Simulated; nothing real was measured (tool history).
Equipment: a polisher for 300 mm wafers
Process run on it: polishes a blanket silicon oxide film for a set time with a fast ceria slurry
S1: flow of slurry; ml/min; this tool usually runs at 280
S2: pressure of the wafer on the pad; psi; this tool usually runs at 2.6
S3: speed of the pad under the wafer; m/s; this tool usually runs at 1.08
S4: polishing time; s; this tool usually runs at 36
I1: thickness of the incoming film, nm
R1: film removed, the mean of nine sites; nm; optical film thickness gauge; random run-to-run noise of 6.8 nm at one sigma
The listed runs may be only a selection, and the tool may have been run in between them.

Run 1, hour 0.0: usual settings but S2 2.8 psi; I1 3775.8. Result: R1 566.2 nm.
Run 2, hour 28.4: usual settings but S2 2.8 psi; I1 3736.7. Result: R1 574.3 nm.
At hour 88.1: head pressure recalibrated.
Run 3, hour 91.1: usual settings but S2 2.8 psi; I1 3833.4. Result: R1 539.2 nm.
At hour 108.2: slurry nozzle cleaned.
At hour 180.8: worn pad replaced by a new one.
Run 4, hour 221.7: usual settings; I1 3861.2. Result: R1 535.2 nm.
Run 5, hour 252.7: usual settings; I1 3846.0. Result: R1 512.1 nm.
Run 6, hour 294.3: usual settings; I1 3796.6. Result: R1 504.2 nm.
At hour 348.3: slurry nozzle cleaned.
Run 7, hour 351.5: usual settings; I1 3763.0. Result: R1 538.4 nm.
At hour 373.6: worn pad replaced by a new one.
Run 8, hour 410.7: usual settings; I1 3819.0. Result: R1 548.7 nm.
Run 9, hour 455.4: usual settings but S4 43 s; I1 3794.8. Result: R1 623.5 nm.
At hour 494.0: head pressure recalibrated.
Run 10, hour 524.1: usual settings; I1 3768.3. Result: R1 498.1 nm.
Run 11, hour 581.0: usual settings; I1 3791.1. Result: R1 495.5 nm.
At hour 586.8: slurry nozzle cleaned.
At hour 607.0: worn pad replaced by a new one.
Run 12, hour 607.5: usual settings but S2 2.8 psi; I1 3781.0. Result: R1 605.2 nm.
Run 13, hour 636.6: usual settings but S1 380 ml/min; I1 3806.6. Result: R1 551.0 nm.
Run 14, hour 695.1: usual settings but S1 315 ml/min, S2 1.9 psi, S3 1.36 m/s, S4 39 s; I1 3831.9. Result: R1 508.6 nm.
Run 15, hour 723.9: usual settings but S1 340 ml/min, S3 0.86 m/s; I1 3786.6. Result: R1 437.7 nm.
Run 16, hour 795.3: usual settings but S1 255 ml/min, S2 3.2 psi, S3 0.98 m/s, S4 33 s; I1 3799.6. Result: R1 518.7 nm.
At hour 803.4: slurry nozzle cleaned.
At hour 812.1: worn pad replaced by a new one.
Run 17, hour 832.9: usual settings but S1 315 ml/min, S3 0.96 m/s; I1 3770.7. Result: R1 505.0 nm.
Run 18, hour 872.5: usual settings but S3 0.78 m/s, S4 31 s; I1 3824.2. Result: R1 344.3 nm.
Run 19, hour 911.0: usual settings; I1 3834.6. Result: R1 514.1 nm.
Run 20, hour 974.5: usual settings but S1 365 ml/min, S2 3.3 psi, S3 0.88 m/s, S4 39 s; I1 3794.8. Result: R1 595.9 nm.
At hour 1005.7: head pressure recalibrated.
At hour 1010.8: slurry nozzle cleaned.
Run 21, hour 1013.6: usual settings but S1 340 ml/min, S3 1.20 m/s, S4 46 s; I1 3752.1. Result: R1 775.3 nm.
At hour 1046.6: worn pad replaced by a new one.
Run 22, hour 1051.8: usual settings; I1 3760.1. Result: R1 552.5 nm.
Run 23, hour 1100.6: usual settings; I1 3780.9. Result: R1 515.3 nm.

Each row is a separate what-if for the run after 23, all from the same tool condition, not one after another. Results?
Run A, hour 1101.0: usual settings but S1 320 ml/min; I1 3733.5. Result: R1 ?.
Run B, hour 1101.0: usual settings but S4 49 s; I1 3733.5. Result: R1 ?.
Run C, hour 1101.0: usual settings but S1 250 ml/min, S2 3.1 psi, S4 31 s; I1 3733.5. Result: R1 ?.

run     R1
  A  540.7
  B  721.7
  C  534.3
What these runs would have given with no unlogged condition in the tool:
run     R1
  A  591.6
  B  795.3
  C  592.7

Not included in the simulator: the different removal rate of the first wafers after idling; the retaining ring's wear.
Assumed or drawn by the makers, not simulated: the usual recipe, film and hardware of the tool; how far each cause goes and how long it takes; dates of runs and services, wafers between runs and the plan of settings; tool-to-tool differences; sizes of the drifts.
